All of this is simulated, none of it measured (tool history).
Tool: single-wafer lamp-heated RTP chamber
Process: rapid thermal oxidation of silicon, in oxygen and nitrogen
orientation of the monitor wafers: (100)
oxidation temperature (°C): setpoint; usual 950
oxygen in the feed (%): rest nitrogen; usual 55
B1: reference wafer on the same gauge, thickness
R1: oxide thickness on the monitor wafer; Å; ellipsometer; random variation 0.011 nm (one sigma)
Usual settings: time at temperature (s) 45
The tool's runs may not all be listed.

run 1 hour=0.0 | oxidation_temperature_(°C)=950 time_at_temperature_(s)=29 oxygen_in_the_feed_(%)=55 | B1=3.452 | R1=27.85
run 2 hour=45.2 | oxidation_temperature_(°C)=950 time_at_temperature_(s)=45 oxygen_in_the_feed_(%)=55 | B1=3.451 | R1=31.58
run 3 hour=116.1 | oxidation_temperature_(°C)=950 time_at_temperature_(s)=45 oxygen_in_the_feed_(%)=55 | B1=3.449 | R1=31.84
run 4 hour=157.5 | oxidation_temperature_(°C)=950 time_at_temperature_(s)=45 oxygen_in_the_feed_(%)=55 | B1=3.454 | R1=31.90
-- hour=216.9 pyrometer window cleaned and pyrometer calibrated
run 5 hour=221.7 | oxidation_temperature_(°C)=950 time_at_temperature_(s)=63 oxygen_in_the_feed_(%)=55 | B1=3.450 | R1=35.24
run 6 hour=265.6 | oxidation_temperature_(°C)=950 time_at_temperature_(s)=63 oxygen_in_the_feed_(%)=55 | B1=3.453 | R1=35.32
run 7 hour=314.8 | oxidation_temperature_(°C)=950 time_at_temperature_(s)=63 oxygen_in_the_feed_(%)=55 | B1=3.450 | R1=35.13
run 8 hour=365.1 | oxidation_temperature_(°C)=943 time_at_temperature_(s)=45 oxygen_in_the_feed_(%)=37 | B1=3.446 | R1=28.16
run 9 hour=425.3 | oxidation_temperature_(°C)=943 time_at_temperature_(s)=45 oxygen_in_the_feed_(%)=37 | B1=3.450 | R1=28.16
run 10 hour=477.9 | oxidation_temperature_(°C)=950 time_at_temperature_(s)=45 oxygen_in_the_feed_(%)=55 | B1=3.452 | R1=31.68
run 11 hour=533.4 | oxidation_temperature_(°C)=950 time_at_temperature_(s)=45 oxygen_in_the_feed_(%)=55 | B1=3.446 | R1=31.80
-- hour=555.4 gauge calibrated
run 12 hour=571.6 | oxidation_temperature_(°C)=950 time_at_temperature_(s)=45 oxygen_in_the_feed_(%)=55 | B1=3.449 | R1=31.67
run 13 hour=633.0 | oxidation_temperature_(°C)=950 time_at_temperature_(s)=45 oxygen_in_the_feed_(%)=55 | B1=3.455 | R1=31.78
-- hour=725.7 pyrometer window cleaned and pyrometer calibrated
run 14 hour=834.2 | oxidation_temperature_(°C)=950 time_at_temperature_(s)=45 oxygen_in_the_feed_(%)=55 | B1=3.451 | R1=31.42
run 15 hour=905.7 | oxidation_temperature_(°C)=933 time_at_temperature_(s)=45 oxygen_in_the_feed_(%)=77 | B1=3.445 | R1=31.05
run 16 hour=964.2 | oxidation_temperature_(°C)=950 time_at_temperature_(s)=45 oxygen_in_the_feed_(%)=55 | B1=3.451 | R1=31.69
run 17 hour=1004.3 | oxidation_temperature_(°C)=924 time_at_temperature_(s)=45 oxygen_in_the_feed_(%)=85 | B1=3.448 | R1=30.29
run 18 hour=1056.3 | oxidation_temperature_(°C)=950 time_at_temperature_(s)=45 oxygen_in_the_feed_(%)=55 | B1=3.449 | R1=31.51
run 19 hour=1087.7 | oxidation_temperature_(°C)=950 time_at_temperature_(s)=45 oxygen_in_the_feed_(%)=55 | B1=3.451 | R1=31.49
run 20 hour=1145.2 | oxidation_temperature_(°C)=939 time_at_temperature_(s)=45 oxygen_in_the_feed_(%)=28 | B1=3.451 | R1=26.58
run 21 hour=1194.9 | oxidation_temperature_(°C)=950 time_at_temperature_(s)=29 oxygen_in_the_feed_(%)=55 | B1=3.451 | R1=27.90
-- hour=1230.0 pyrometer window cleaned and pyrometer calibrated
run 22 hour=1239.7 | oxidation_temperature_(°C)=933 time_at_temperature_(s)=56 oxygen_in_the_feed_(%)=27 | B1=3.450 | R1=27.20
run 23 hour=1299.0 | oxidation_temperature_(°C)=958 time_at_temperature_(s)=66 oxygen_in_the_feed_(%)=55 | B1=3.448 | R1=37.73
run 24 hour=1352.2 | oxidation_temperature_(°C)=962 time_at_temperature_(s)=52 oxygen_in_the_feed_(%)=55 | B1=3.455 | R1=35.39
run 25 hour=1404.4 | oxidation_temperature_(°C)=950 time_at_temperature_(s)=45 oxygen_in_the_feed_(%)=35 | B1=3.447 | R1=28.66
run 26 hour=1451.5 | oxidation_temperature_(°C)=963 time_at_temperature_(s)=45 oxygen_in_the_feed_(%)=55 | B1=3.449 | R1=33.83
run 27 hour=1506.4 | oxidation_temperature_(°C)=950 time_at_temperature_(s)=32 oxygen_in_the_feed_(%)=73 | B1=3.449 | R1=30.22
-- hour=1541.5 oxygen flow controller replaced
run 28 hour=1570.6 | oxidation_temperature_(°C)=950 time_at_temperature_(s)=45 oxygen_in_the_feed_(%)=55 | B1=3.453 | R1=31.60
run 29 hour=1594.7 | oxidation_temperature_(°C)=971 time_at_temperature_(s)=30 oxygen_in_the_feed_(%)=76 | B1=3.448 | R1=33.74
run 30 hour=1664.2 | oxidation_temperature_(°C)=941 time_at_temperature_(s)=39 oxygen_in_the_feed_(%)=55 | B1=3.448 | R1=29.28
run 31 hour=1706.0 | oxidation_temperature_(°C)=950 time_at_temperature_(s)=45 oxygen_in_the_feed_(%)=55 | B1=3.454 | R1=31.87
-- hour=1751.0 pyrometer window cleaned and pyrometer calibrated
run 32 hour=1751.5 | oxidation_temperature_(°C)=966 time_at_temperature_(s)=29 oxygen_in_the_feed_(%)=46 | B1=3.452 | R1=28.80
run 33 hour=1809.5 | oxidation_temperature_(°C)=924 time_at_temperature_(s)=45 oxygen_in_the_feed_(%)=55 | B1=3.449 | R1=27.75
run 34 hour=1862.0 | oxidation_temperature_(°C)=922 time_at_temperature_(s)=28 oxygen_in_the_feed_(%)=55 | B1=3.447 | R1=24.64
run 35 hour=1902.7 | oxidation_temperature_(°C)=936 time_at_temperature_(s)=56 oxygen_in_the_feed_(%)=46 | B1=3.452 | R1=30.08
run 36 hour=2060.1 | oxidation_temperature_(°C)=931 time_at_temperature_(s)=36 oxygen_in_the_feed_(%)=55 | B1=3.447 | R1=27.06
run 37 hour=2108.2 | oxidation_temperature_(°C)=973 time_at_temperature_(s)=45 oxygen_in_the_feed_(%)=55 | B1=3.448 | R1=36.38

Measured less the same run without the tool's hidden state. The same run-to-run variation is in both; the gauge's scatter may not be:
The hidden state here: true wafer temperature minus pyrometer reading, K; deviation of the oxygen flow from its setpoint, %; gauge reads high (%).
run=1 R1=+0.15
run=2 R1=+0.27
run=3 R1=+0.38
run=4 R1=+0.47
run=5 R1=+0.03
run=6 R1=+0.03
run=7 R1=+0.05
run=8 R1=+0.04
run=9 R1=+0.07
run=10 R1=+0.15
run=11 R1=+0.22
run=12 R1=+0.27
run=13 R1=+0.36
run=14 R1=+0.04
run=15 R1=+0.07
run=16 R1=+0.12
run=17 R1=+0.16
run=18 R1=+0.23
run=19 R1=+0.27
run=20 R1=+0.19
run=21 R1=+0.32
run=22 R1=+0.01
run=23 R1=+0.04
run=24 R1=+0.06
run=25 R1=+0.05
run=26 R1=+0.13
run=27 R1=+0.15
run=28 R1=+0.24
run=29 R1=+0.33
run=30 R1=+0.31
run=31 R1=+0.47
run=32 R1=+0.01
run=33 R1=+0.01
run=34 R1=+0.02
run=35 R1=+0.04
run=36 R1=+0.13
run=37 R1=+0.34
